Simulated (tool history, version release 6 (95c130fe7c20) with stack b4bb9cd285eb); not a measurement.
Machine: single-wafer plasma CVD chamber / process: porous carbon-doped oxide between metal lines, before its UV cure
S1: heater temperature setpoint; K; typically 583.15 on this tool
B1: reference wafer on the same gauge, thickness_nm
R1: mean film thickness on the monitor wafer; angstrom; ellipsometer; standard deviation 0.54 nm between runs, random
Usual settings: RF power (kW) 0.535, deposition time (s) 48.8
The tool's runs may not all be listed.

{"run": 1, "hour": 0.0, "S1": 583.15, "RF power (kW)": 0.535, "deposition time (s)": 48.8, "B1": 244.961, "R1": 2710.58}
{"run": 2, "hour": 40.5, "S1": 583.15, "RF power (kW)": 0.535, "deposition time (s)": 48.8, "B1": 245.007, "R1": 2699.59}
{"run": 3, "hour": 79.1, "S1": 576.15, "RF power (kW)": 0.475, "deposition time (s)": 48.8, "B1": 244.991, "R1": 2593.75}
{"run": 4, "hour": 134.8, "S1": 583.15, "RF power (kW)": 0.57, "deposition time (s)": 48.8, "B1": 244.877, "R1": 2809.57}
{"run": 5, "hour": 196.3, "S1": 583.15, "RF power (kW)": 0.57, "deposition time (s)": 48.8, "B1": 245.048, "R1": 2799.3}
{"hour": 243.9, "done": "thermocouple changed; heater temperature recalibrated"}
{"run": 6, "hour": 244.3, "S1": 583.15, "RF power (kW)": 0.57, "deposition time (s)": 48.8, "B1": 244.841, "R1": 2699.23}
{"hour": 283.0, "done": "gauge calibrated"}
{"run": 7, "hour": 311.8, "S1": 572.15, "RF power (kW)": 0.535, "deposition time (s)": 48.8, "B1": 244.993, "R1": 2760.73}
{"run": 8, "hour": 370.6, "S1": 572.15, "RF power (kW)": 0.535, "deposition time (s)": 48.8, "B1": 244.987, "R1": 2742.27}
{"hour": 431.7, "done": "showerhead replaced"}
{"hour": 441.9, "done": "RF generator calibrated"}
{"run": 9, "hour": 442.4, "S1": 594.15, "RF power (kW)": 0.45, "deposition time (s)": 40.1, "B1": 245.018, "R1": 1873.72}
{"run": 10, "hour": 468.8, "S1": 583.15, "RF power (kW)": 0.535, "deposition time (s)": 48.8, "B1": 245.07, "R1": 2682.64}
{"run": 11, "hour": 515.6, "S1": 587.15, "RF power (kW)": 0.535, "deposition time (s)": 56.6, "B1": 244.922, "R1": 3034.94}
{"run": 12, "hour": 577.3, "S1": 583.15, "RF power (kW)": 0.535, "deposition time (s)": 48.8, "B1": 245.059, "R1": 2686.23}
{"run": 13, "hour": 616.1, "S1": 578.15, "RF power (kW)": 0.49, "deposition time (s)": 58.1, "B1": 245.103, "R1": 3095.82}
{"run": 14, "hour": 652.3, "S1": 583.15, "RF power (kW)": 0.535, "deposition time (s)": 48.8, "B1": 244.944, "R1": 2683.62}
{"run": 15, "hour": 681.1, "S1": 587.15, "RF power (kW)": 0.625, "deposition time (s)": 48.8, "B1": 244.995, "R1": 2897.95}
{"run": 16, "hour": 709.8, "S1": 588.15, "RF power (kW)": 0.535, "deposition time (s)": 48.8, "B1": 245.068, "R1": 2613.31}

Consider 4 possible next runs. They are alternatives, not a sequence: every one starts from the tool as it was left by run 16. What does each give?
{"run": "A", "hour": 710.2, "S1": 570.15, "RF power (kW)": 0.535, "deposition time (s)": 48.8, "B1": "?", "R1": "?"}
{"run": "B", "hour": 710.2, "S1": 578.15, "RF power (kW)": 0.57, "deposition time (s)": 40.1, "B1": "?", "R1": "?"}
{"run": "C", "hour": 710.2, "S1": 573.15, "RF power (kW)": 0.575, "deposition time (s)": 55.2, "B1": "?", "R1": "?"}
{"run": "D", "hour": 710.2, "S1": 583.15, "RF power (kW)": 0.575, "deposition time (s)": 52.5, "B1": "?", "R1": "?"}

run=A B1=245.049 R1=2900.8
run=B B1=245.049 R1=2378.71
run=C B1=245.049 R1=3364.43
run=D B1=245.049 R1=3026.41
With no hidden state in the tool, these same runs would have given:
run=A R1=2919.89
run=B R1=2394.16
run=C R1=3386.06
run=D R1=3046.15

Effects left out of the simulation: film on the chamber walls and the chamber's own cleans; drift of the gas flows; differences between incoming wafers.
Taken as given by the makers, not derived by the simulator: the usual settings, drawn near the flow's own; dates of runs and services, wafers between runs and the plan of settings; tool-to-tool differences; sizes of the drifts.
